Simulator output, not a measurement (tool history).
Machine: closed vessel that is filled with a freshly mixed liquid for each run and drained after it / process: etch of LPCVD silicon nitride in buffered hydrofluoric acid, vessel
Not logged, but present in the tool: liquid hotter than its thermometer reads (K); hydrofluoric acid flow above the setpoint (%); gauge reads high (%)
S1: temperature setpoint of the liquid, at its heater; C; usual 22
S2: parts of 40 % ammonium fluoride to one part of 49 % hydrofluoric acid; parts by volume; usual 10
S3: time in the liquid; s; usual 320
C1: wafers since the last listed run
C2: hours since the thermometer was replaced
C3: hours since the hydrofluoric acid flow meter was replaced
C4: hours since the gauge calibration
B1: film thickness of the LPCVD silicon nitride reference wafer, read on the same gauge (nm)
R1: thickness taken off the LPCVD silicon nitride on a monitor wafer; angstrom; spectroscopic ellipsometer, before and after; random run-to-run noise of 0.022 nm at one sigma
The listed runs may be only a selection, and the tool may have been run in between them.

Run 1, hour 0: usual settings; C1 0; C2 2047.2; C3 759.7; C4 1200.7; B1 154.24. Result: R1 43.28 angstrom.
At hour 14.1: thermometer replaced.
At hour 20.2: hydrofluoric acid flow meter replaced.
Run 2, hour 105.8: usual settings; C1 8226; C2 91.7; C3 85.6; C4 1306.5; B1 154.496. Result: R1 43.38 angstrom.
Run 3, hour 198.8: usual settings; C1 7370; C2 184.7; C3 178.6; C4 1399.5; B1 154.641. Result: R1 43.32 angstrom.
Run 4, hour 269.6: usual settings; C1 5611; C2 255.5; C3 249.4; C4 1470.3; B1 154.793. Result: R1 43.78 angstrom.
Run 5, hour 355.2: usual settings; C1 6784; C2 341.1; C3 335; C4 1555.9; B1 154.93. Result: R1 43.52 angstrom.
Run 6, hour 447.5: usual settings; C1 7315; C2 433.4; C3 427.3; C4 1648.2; B1 155.054. Result: R1 43.48 angstrom.
Run 7, hour 504.7: usual settings; C1 4533; C2 490.6; C3 484.5; C4 1705.4; B1 155.097. Result: R1 43.79 angstrom.
Run 8, hour 595.2: usual settings; C1 7172; C2 581.1; C3 575; C4 1795.9; B1 155.216. Result: R1 43.54 angstrom.
Run 9, hour 889.3: usual settings but S1 20 C; C1 23309; C2 875.2; C3 869.1; C4 2090; B1 155.515. Result: R1 39.19 angstrom.
Run 10, hour 950.9: usual settings but S1 24 C, S2 8.5 parts by volume; C1 4882; C2 936.8; C3 930.7; C4 2151.6; B1 155.551. Result: R1 55.49 angstrom.
At hour 1008.6: hydrofluoric acid flow meter replaced.
Run 11, hour 1034: usual settings; C1 6507; C2 1019.9; C3 25.4; C4 2234.7; B1 155.611. Result: R1 43.77 angstrom.
Run 12, hour 1126.7: usual settings; C1 7347; C2 1112.6; C3 118.1; C4 2327.4; B1 155.675. Result: R1 43.84 angstrom.
At hour 1181.4: gauge calibrated.
Run 13, hour 1189.5: usual settings but S1 20.5 C, S2 9 parts by volume; C1 4977; C2 1175.4; C3 180.9; C4 8.1; B1 150.426. Result: R1 41.5 angstrom.
Run 14, hour 1286.4: usual settings but S2 9 parts by volume; C1 7680; C2 1272.3; C3 277.8; C4 105; B1 151.23. Result: R1 45.49 angstrom.
Run 15, hour 1365.9: usual settings but S2 11.5 parts by volume; C1 6300; C2 1351.8; C3 357.3; C4 184.5; B1 151.827. Result: R1 37.16 angstrom.
Run 16, hour 1458.8: usual settings; C1 7362; C2 1444.7; C3 450.2; C4 277.4; B1 152.424. Result: R1 43.34 angstrom.
Run 17, hour 1528.4: usual settings; C1 5516; C2 1514.3; C3 519.8; C4 347; B1 152.786. Result: R1 43.22 angstrom.
Run 18, hour 1753.7: usual settings but S1 18 C, S2 7 parts by volume, S3 180 s; C1 17856; C2 1739.6; C3 745.1; C4 572.3; B1 153.92. Result: R1 27.27 angstrom.
At hour 1782.5: thermometer replaced.
Run 19, hour 1856.8: usual settings; C1 8092; C2 74.3; C3 848.2; C4 675.4; B1 154.343. Result: R1 44 angstrom.
At hour 2015.4: hydrofluoric acid flow meter replaced.
Run 20, hour 2103: usual settings but S2 14 parts by volume; C1 19433; C2 320.5; C3 87.6; C4 921.6; B1 155.187. Result: R1 31.13 angstrom.
Run 21, hour 2164: usual settings but S1 26.5 C, S2 13 parts by volume, S3 130 s; C1 4834; C2 381.5; C3 148.6; C4 982.6; B1 155.376. Result: R1 17.62 angstrom.
Run 22, hour 2225.2: usual settings but S1 25.5 C, S2 9 parts by volume, S3 455 s; C1 4850; C2 442.7; C3 209.8; C4 1043.8; B1 155.56. Result: R1 80.45 angstrom.
Run 23, hour 2265.7: usual settings; C1 3209; C2 483.2; C3 250.3; C4 1084.3; B1 155.641. Result: R1 43.35 angstrom.
Run 24, hour 2345.1: usual settings but S3 150 s; C1 6293; C2 562.6; C3 329.7; C4 1163.7; B1 155.874. Result: R1 20.66 angstrom.
Run 25, hour 2452.7: usual settings but S1 19 C, S2 12.5 parts by volume, S3 400 s; C1 8528; C2 670.2; C3 437.3; C4 1271.3; B1 156.066. Result: R1 37.44 angstrom.
Run 26, hour 2520.5: usual settings but S2 6 parts by volume; C1 5373; C2 738; C3 505.1; C4 1339.1; B1 156.225. Result: R1 70.85 angstrom.
Run 27, hour 2600.3: usual settings; C1 6324; C2 817.8; C3 584.9; C4 1418.9; B1 156.366. Result: R1 43.98 angstrom.
Run 28, hour 2658.3: usual settings but S1 19 C, S2 12.5 parts by volume, S3 400 s; C1 4596; C2 875.8; C3 642.9; C4 1476.9; B1 156.499. Result: R1 37.44 angstrom.
Run 29, hour 2726.3: usual settings but S1 18 C, S2 13 parts by volume, S3 450 s; C1 5389; C2 943.8; C3 710.9; C4 1544.9; B1 156.546. Result: R1 38.06 angstrom.
Run 30, hour 2768.2: usual settings but S3 160 s; C1 3320; C2 985.7; C3 752.8; C4 1586.8; B1 156.629. Result: R1 22.13 angstrom.
At hour 2855: hydrofluoric acid flow meter replaced.
Run 31, hour 2865.5: usual settings but S1 20 C, S2 8.5 parts by volume, S3 235 s; C1 7632; C2 1083; C3 10.5; C4 1684.1; B1 156.769. Result: R1 32.82 angstrom.
Run 32, hour 3029: usual settings; C1 12958; C2 1246.5; C3 174; C4 1847.6; B1 156.964. Result: R1 44.21 angstrom.
Run 33, hour 3070: usual settings but S1 19 C, S2 7 parts by volume, S3 450 s; C1 3249; C2 1287.5; C3 215; C4 1888.6; B1 156.991. Result: R1 73.9 angstrom.

Hidden condition of the tool, last listed run before each entry between runs versus first listed run after:
Between runs 1 and 2: thermometer replaced (hour 14.1); hydrofluoric acid flow meter replaced (hour 20.2)
  gauge reads high (%): 2.85 -> 2.99
  measured value less the no-hidden-state value, R1: +1.2 -> +1.26 angstrom
Between runs 10 and 11: hydrofluoric acid flow meter replaced (hour 1008.6)
  gauge reads high (%): 3.71 -> 3.75
  measured value less the no-hidden-state value, R1: +1.98 -> +1.58 angstrom
Between runs 12 and 13: gauge calibrated (hour 1181.4)
  gauge reads high (%): 3.79 -> 0.315
  measured value less the no-hidden-state value, R1: +1.6 -> +0.13 angstrom
Between runs 18 and 19: thermometer replaced (hour 1782.5)
  gauge reads high (%): 2.62 -> 2.91
  measured value less the no-hidden-state value, R1: +0.7 -> +1.24 angstrom
Between runs 19 and 20: hydrofluoric acid flow meter replaced (hour 2015.4)
  gauge reads high (%): 2.91 -> 3.47
  measured value less the no-hidden-state value, R1: +1.24 -> +1.04 angstrom
Between runs 30 and 31: hydrofluoric acid flow meter replaced (hour 2855)
  gauge reads high (%): 4.42 -> 4.51
  measured value less the no-hidden-state value, R1: +0.93 -> +1.42 angstrom
